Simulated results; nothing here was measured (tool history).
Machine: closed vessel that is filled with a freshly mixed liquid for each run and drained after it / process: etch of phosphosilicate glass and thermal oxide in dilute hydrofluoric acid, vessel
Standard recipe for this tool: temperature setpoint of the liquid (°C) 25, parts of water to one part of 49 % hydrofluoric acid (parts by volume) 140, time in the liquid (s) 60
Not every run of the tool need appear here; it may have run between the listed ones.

run	day	temperature setpoint of the liquid (°C)	parts of water to one part of 49 % hydrofluoric acid (parts by volume)	time in the liquid (s)	read-back film thickness of the phosphosilicate glass reference wafer, read on the same gauge (nm)	read-back film thickness of the thermal oxide reference wafer, read on the same gauge (nm)	thickness taken off the phosphosilicate glass on a monitor wafer (Å)	thickness taken off the thermal oxide on a monitor wafer (Å)
1	0	25	140	60	110.49	150.628	533.6	18.5
2	4.154	25	140	60	110.78	151.083	533.5	18.9
3	8.625	25	140	45	111.19	151.604	408.9	14.16
4	11.525	25	140	45	111.46	151.968	407.6	13.89
5	13.992	25	140	45	111.7	152.369	403.1	14.5
6	16.683	25	85	60	112.05	152.806	960.6	33.22
7	18.979	25	85	60	112.32	153.147	971.8	33.24
8	20.721	25	85	60	112.57	153.431	949.1	32.87
9	24.192	25	140	60	113.03	154.159	545.8	19.19
10	25.833	25	140	60	113.29	154.481	545.7	19.11
11	28.375	28	140	60	113.68	154.998	613.9	21.58
12	31.767	25	140	60	114.26	155.823	550.5	19.36
13	34.283	25	140	60	114.69	156.447	560.5	19
# day 34.554: gauge calibrated
14	36.954	29.5	140	75	109.45	149.215	793.7	27.88
15	40.408	25	140	60	109.47	149.284	529.4	18.76
# day 43.604: hydrofluoric acid flow meter replaced
16	44.483	21	200	50	109.59	149.475	247.2	8.77
# day 49.146: thermometer replaced
17	51.996	22.5	175	30	109.92	149.902	185.7	6.47
18	56.183	25	140	45	110.2	150.285	403.2	14.08
19	59.821	28.5	180	60	110.5	150.655	451.3	16.02
20	63.446	25	140	60	110.76	151.107	539.9	18.87
21	64.983	22	140	60	110.93	151.298	482.5	16.96
22	67.654	30	180	85	111.19	151.704	677.5	23.08
23	71.475	21	140	45	111.69	152.313	350.1	12.18
24	75.633	20.5	175	30	112.2	153.003	176.8	6.05

Predict each of these 3 candidate next runs independently; none follows another, all start after run 24:
A	75.662	25	140	60	?	?	?	?
B	75.662	28	160	30	?	?	?	?
C	75.662	28.5	85	60	?	?	?	?

run	read-back film thickness of the phosphosilicate glass reference wafer, read on the same gauge (nm)	read-back film thickness of the thermal oxide reference wafer, read on the same gauge (nm)	thickness taken off the phosphosilicate glass on a monitor wafer (Å)	thickness taken off the thermal oxide on a monitor wafer (Å)
A	112.21	152.995	540.1	19.06
B	112.21	152.995	257.9	9.1
C	112.21	152.995	1091.8	38.53
What these runs would have given with no unlogged condition in the tool:
run	thickness taken off the phosphosilicate glass on a monitor wafer (Å)	thickness taken off the thermal oxide on a monitor wafer (Å)
A	529.5	18.69
B	252.8	8.92
C	1070.2	37.77
